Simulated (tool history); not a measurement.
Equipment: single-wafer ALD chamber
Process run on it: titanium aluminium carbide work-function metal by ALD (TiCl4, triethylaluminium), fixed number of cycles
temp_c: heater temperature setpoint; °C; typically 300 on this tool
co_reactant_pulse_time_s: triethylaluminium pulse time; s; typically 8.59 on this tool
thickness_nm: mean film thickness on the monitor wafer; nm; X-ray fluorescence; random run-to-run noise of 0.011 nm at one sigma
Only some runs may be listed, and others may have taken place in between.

| run | hour | temp_c | co_reactant_pulse_time_s | read-back reference wafer on the same gauge, thickness_nm | thickness_nm |
|---|---|---|---|---|---|
| 1 | 0.0 | 294 | 8.59 | 1.930 | 1.998 |
| 2 | 69.1 | 294 | 8.59 | 1.931 | 2.012 |
| 3 | 130.6 | 294 | 8.59 | 1.931 | 1.991 |
| 4 | 158.5 | 309 | 8.59 | 1.930 | 2.167 |
| 5 | 205.8 | 309 | 8.59 | 1.930 | 2.148 |
| 6 | 230.8 | 309 | 8.59 | 1.929 | 2.153 |
| 7 | 425.5 | 293 | 8.59 | 1.932 | 1.979 |
| 8 | 483.4 | 303 | 10.89 | 1.931 | 2.173 |
| 9 | 651.7 | 303 | 10.89 | 1.931 | 2.122 |
| 10 | 676.2 | 300 | 8.59 | 1.930 | 2.052 |
| 11 | 740.6 | 300 | 8.59 | 1.929 | 2.065 |
| 12 | 782.8 | 307 | 8.59 | 1.928 | 2.134 |
| 13 | 840.3 | 307 | 8.59 | 1.931 | 2.123 |
| 14 | 921.6 | 300 | 6.06 | 1.931 | 1.912 |
| 15 | 986.8 | 288 | 5.20 | 1.930 | 1.756 |
| 16 | 1018.6 | 300 | 8.59 | 1.930 | 2.067 |
| 17 | 1060.1 | 300 | 6.98 | 1.927 | 1.968 |
| 18 | 1087.8 | 295 | 5.70 | 1.929 | 1.878 |
| 19 | 1134.5 | 305 | 9.83 | 1.931 | 2.149 |
| 20 | 1201.2 | 312 | 8.59 | 1.930 | 2.183 |
| 21 | 1264.2 | 296 | 10.64 | 1.930 | 2.087 |
| 22 | 1305.1 | 291 | 7.01 | 1.931 | 1.908 |
| 23 | 1329.6 | 300 | 5.38 | 1.931 | 1.886 |
| 24 | 1373.1 | 293 | 5.75 | 1.931 | 1.841 |
| 25 | 1435.0 | 291 | 11.69 | 1.929 | 2.029 |
| 26 | 1499.9 | 300 | 8.59 | 1.932 | 2.063 |
| 27 | 1530.8 | 300 | 8.59 | 1.930 | 2.062 |
| 28 | 1592.2 | 296 | 6.86 | 1.930 | 1.951 |

Withheld: 5 entries from between the runs. Position of each, and hidden state at the listed run before versus the listed run after:
Runs 1 to 2: triethylaluminium bottle replaced (hour 61.6)
  nothing in the hidden state changes from one run to the other
Runs 8 to 9: thermocouple changed; heater temperature recalibrated (hour 511.0); showerhead replaced (hour 525.7)
  nothing in the hidden state changes from one run to the other
Runs 9 to 10: gauge calibrated (hour 668.3)
  nothing in the hidden state changes from one run to the other
Runs 18 to 19: triethylaluminium bottle replaced (hour 1123.1)
  nothing in the hidden state changes from one run to the other
